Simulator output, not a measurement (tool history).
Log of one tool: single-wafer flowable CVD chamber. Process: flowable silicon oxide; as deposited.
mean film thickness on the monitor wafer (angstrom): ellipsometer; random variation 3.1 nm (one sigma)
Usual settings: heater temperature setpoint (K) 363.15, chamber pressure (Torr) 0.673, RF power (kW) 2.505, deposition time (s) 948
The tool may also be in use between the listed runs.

run	hour	heater temperature setpoint (K)	chamber pressure (Torr)	RF power (kW)	deposition time (s)	read-back reference wafer on the same gauge, thickness_nm	mean film thickness on the monitor wafer (angstrom)
1	0.0	363.15	0.673	2.505	948	588.871	5773.26
2	17.6	363.15	0.673	2.505	948	589.388	5805.55
3	30.6	363.15	0.673	2.505	948	588.160	5765.01
4	44.8	363.15	0.673	2.505	948	589.325	5755.92
# hour 59.4: RF generator calibrated
5	59.9	363.15	0.673	2.505	948	588.224	5833.10
6	67.2	363.15	0.673	2.505	948	588.215	5749.19
7	80.4	363.15	0.673	2.505	948	588.600	5740.77
8	95.7	352.15	0.673	2.505	948	589.136	7813.45
# hour 107.3: thermocouple changed; heater temperature recalibrated
9	113.6	352.15	0.673	2.505	948	589.296	7730.50
10	123.1	363.15	0.673	2.505	948	589.250	5766.62
11	129.6	363.15	0.673	2.505	948	589.179	5747.89
# hour 145.5: showerhead replaced
12	146.0	371.15	0.673	2.505	1003	589.707	4814.30
13	159.1	363.15	0.831	2.505	948	589.504	7089.88
14	169.3	369.15	0.673	2.505	948	588.838	4824.15
15	178.4	367.15	0.767	2.505	948	590.394	5823.74
# hour 184.7: gauge calibrated
16	192.2	350.15	0.776	2.505	828	588.799	8230.46
17	199.1	363.15	0.673	2.505	948	587.696	5791.51
18	207.4	363.15	0.765	2.505	948	588.005	6635.85
# hour 220.2: capacitance manometer re-zeroed and calibrated
19	220.7	363.15	0.787	2.505	948	588.692	7403.87
20	236.9	363.15	0.799	2.225	948	588.582	7149.37
21	244.1	363.15	0.673	2.505	948	589.346	6304.78
22	260.4	355.15	0.607	2.955	795	589.366	6092.80
23	271.2	363.15	0.729	2.865	864	589.760	6332.34
24	282.6	363.15	0.673	2.505	948	588.614	6314.23
25	297.3	363.15	0.673	2.905	1136	587.889	7650.54
26	324.7	348.15	0.612	2.505	948	588.849	8376.96
27	338.0	363.15	0.729	2.865	864	588.382	6275.34

5 ways to go on from here, each from the tool as it stands after run 27. What would each give?
A	338.7	363.15	0.673	2.955	948	?	?
B	338.7	370.15	0.673	2.055	844	?	?
C	338.7	375.15	0.673	2.930	948	?	?
D	338.7	372.15	0.560	2.010	1096	?	?
E	338.7	363.15	0.673	2.850	948	?	?

run	read-back reference wafer on the same gauge, thickness_nm	mean film thickness on the monitor wafer (angstrom)
A	588.476	6342.86
B	588.476	4149.13
C	588.476	4421.24
D	588.476	4183.51
E	588.476	6315.23
Without the tool's hidden state the same runs would have given:
run	mean film thickness on the monitor wafer (angstrom)
A	6366.09
B	4164.32
C	4437.44
D	4199.41
E	6338.35
